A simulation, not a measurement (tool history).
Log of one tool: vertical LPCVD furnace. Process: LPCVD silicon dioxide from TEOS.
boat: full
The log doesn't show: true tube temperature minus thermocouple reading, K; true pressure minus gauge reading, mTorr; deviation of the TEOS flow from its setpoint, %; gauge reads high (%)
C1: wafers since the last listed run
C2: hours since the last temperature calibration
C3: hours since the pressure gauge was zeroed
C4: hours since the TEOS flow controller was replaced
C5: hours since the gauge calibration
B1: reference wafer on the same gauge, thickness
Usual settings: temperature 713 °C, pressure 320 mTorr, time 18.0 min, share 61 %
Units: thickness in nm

Run 1, hour 0.0: usual settings; C1 0; C2 2733.0; C3 2984.9; C4 2502.9; C5 454.2; B1 205.99. Result: thickness 172.35 nm.
Run 2, hour 48.7: usual settings; C1 1112; C2 2781.7; C3 3033.6; C4 2551.6; C5 502.9; B1 205.99. Result: thickness 171.67 nm.
Run 3, hour 115.9: usual settings; C1 1535; C2 2848.9; C3 3100.8; C4 2618.8; C5 570.1; B1 205.86. Result: thickness 173.12 nm.
Run 4, hour 212.9: usual settings but temperature 707 °C; C1 2216; C2 2945.9; C3 3197.8; C4 2715.8; C5 667.1; B1 205.90. Result: thickness 150.29 nm.
Run 5, hour 273.9: usual settings but temperature 707 °C; C1 1393; C2 3006.9; C3 3258.8; C4 2776.8; C5 728.1; B1 206.15. Result: thickness 149.33 nm.
Run 6, hour 333.8: usual settings but temperature 707 °C; C1 1368; C2 3066.8; C3 3318.7; C4 2836.7; C5 788.0; B1 206.03. Result: thickness 150.26 nm.
Run 7, hour 368.0: usual settings; C1 781; C2 3101.0; C3 3352.9; C4 2870.9; C5 822.2; B1 205.99. Result: thickness 172.05 nm.
Run 8, hour 431.1: usual settings; C1 1441; C2 3164.1; C3 3416.0; C4 2934.0; C5 885.3; B1 205.97. Result: thickness 171.39 nm.
At hour 476.1: TEOS flow controller replaced.
Run 9, hour 476.6: usual settings but pressure 385 mTorr; C1 491; C2 3209.6; C3 3461.5; C4 0.5; C5 930.8; B1 206.12. Result: thickness 189.21 nm.
Run 10, hour 536.9: usual settings but time 22.0 min, share 53 %; C1 1377; C2 3269.9; C3 3521.8; C4 60.8; C5 991.1; B1 205.87. Result: thickness 196.08 nm.
Run 11, hour 567.8: usual settings but time 22.0 min, share 53 %; C1 706; C2 3300.8; C3 3552.7; C4 91.7; C5 1022.0; B1 205.62. Result: thickness 195.03 nm.
Run 12, hour 637.7: usual settings; C1 1597; C2 3370.7; C3 3622.6; C4 161.6; C5 1091.9; B1 205.89. Result: thickness 171.10 nm.
Run 13, hour 708.8: usual settings; C1 1624; C2 3441.8; C3 3693.7; C4 232.7; C5 1163.0; B1 205.57. Result: thickness 171.42 nm.
Run 14, hour 739.6: usual settings but temperature 718 °C; C1 703; C2 3472.6; C3 3724.5; C4 263.5; C5 1193.8; B1 205.82. Result: thickness 191.92 nm.
Run 15, hour 791.0: usual settings but temperature 718 °C; C1 1174; C2 3524.0; C3 3775.9; C4 314.9; C5 1245.2; B1 205.92. Result: thickness 192.12 nm.
Run 16, hour 858.8: usual settings but temperature 720 °C, time 22.5 min, share 66 %; C1 1549; C2 3591.8; C3 3843.7; C4 382.7; C5 1313.0; B1 206.23. Result: thickness 260.44 nm.
At hour 888.0: thermocouples replaced and temperature profile calibrated.
At hour 900.9: pressure gauge zeroed.
Run 17, hour 911.8: usual settings but time 12.5 min; C1 368; C2 23.8; C3 10.9; C4 435.7; C5 1366.0; B1 206.13. Result: thickness 122.77 nm.
Run 18, hour 944.5: usual settings but share 57 %; C1 747; C2 56.5; C3 43.6; C4 468.4; C5 1398.7; B1 205.93. Result: thickness 170.09 nm.
Run 19, hour 986.5: usual settings but temperature 701 °C, pressure 395 mTorr, time 13.5 min; C1 959; C2 98.5; C3 85.6; C4 510.4; C5 1440.7; B1 205.86. Result: thickness 112.54 nm.
Run 20, hour 1023.8: usual settings but temperature 721 °C, pressure 265 mTorr, time 24.5 min, share 57 %; C1 852; C2 135.8; C3 122.9; C4 547.7; C5 1478.0; B1 206.01. Result: thickness 254.01 nm.
At hour 1039.1: gauge calibrated.
Run 21, hour 1048.5: usual settings but temperature 709 °C, share 50 %; C1 564; C2 160.5; C3 147.6; C4 572.4; C5 9.4; B1 206.05. Result: thickness 145.96 nm.
Run 22, hour 1169.1: usual settings; C1 2755; C2 281.1; C3 268.2; C4 693.0; C5 130.0; B1 206.03. Result: thickness 176.82 nm.
Run 23, hour 1199.7: usual settings but temperature 718 °C; C1 699; C2 311.7; C3 298.8; C4 723.6; C5 160.6; B1 206.06. Result: thickness 197.44 nm.
Run 24, hour 1235.4: usual settings; C1 815; C2 347.4; C3 334.5; C4 759.3; C5 196.3; B1 206.27. Result: thickness 176.72 nm.
Run 25, hour 1264.6: usual settings but pressure 390 mTorr, time 15.5 min; C1 667; C2 376.6; C3 363.7; C4 788.5; C5 225.5; B1 206.08. Result: thickness 168.71 nm.
Run 26, hour 1304.4: usual settings but temperature 704 °C, pressure 345 mTorr, time 23.0 min, share 51 %; C1 909; C2 416.4; C3 403.5; C4 828.3; C5 265.3; B1 206.17. Result: thickness 173.44 nm.
Run 27, hour 1348.0: usual settings; C1 996; C2 460.0; C3 447.1; C4 871.9; C5 308.9; B1 205.67. Result: thickness 176.95 nm.
Run 28, hour 1395.7: usual settings; C1 1090; C2 507.7; C3 494.8; C4 919.6; C5 356.6; B1 205.95. Result: thickness 176.83 nm.
Run 29, hour 1428.0: usual settings but temperature 703 °C, pressure 265 mTorr; C1 738; C2 540.0; C3 527.1; C4 951.9; C5 388.9; B1 205.93. Result: thickness 127.17 nm.
Run 30, hour 1499.1: usual settings but pressure 360 mTorr; C1 1624; C2 611.1; C3 598.2; C4 1023.0; C5 460.0; B1 205.77. Result: thickness 186.91 nm.

Hidden state at the last listed run before each entry between runs and at the first one after, where it differs:
Between runs 8 and 9: TEOS flow controller replaced (hour 476.1)
  true pressure minus gauge reading, mTorr: -17.8 -> -18
  measured less the result without the state, thickness: -4.98 -> -4.59 nm
Between runs 16 and 17: thermocouples replaced and temperature profile calibrated (hour 888.0); pressure gauge zeroed (hour 900.9)
  true pressure minus gauge reading, mTorr: -19.8 -> 2.04
  measured less the result without the state, thickness: -8.46 -> +0.39 nm
Between runs 20 and 21: gauge calibrated (hour 1039.1)
  true pressure minus gauge reading, mTorr: 1.51 -> 1.4
  measured less the result without the state, thickness: +0.73 -> +0.32 nm
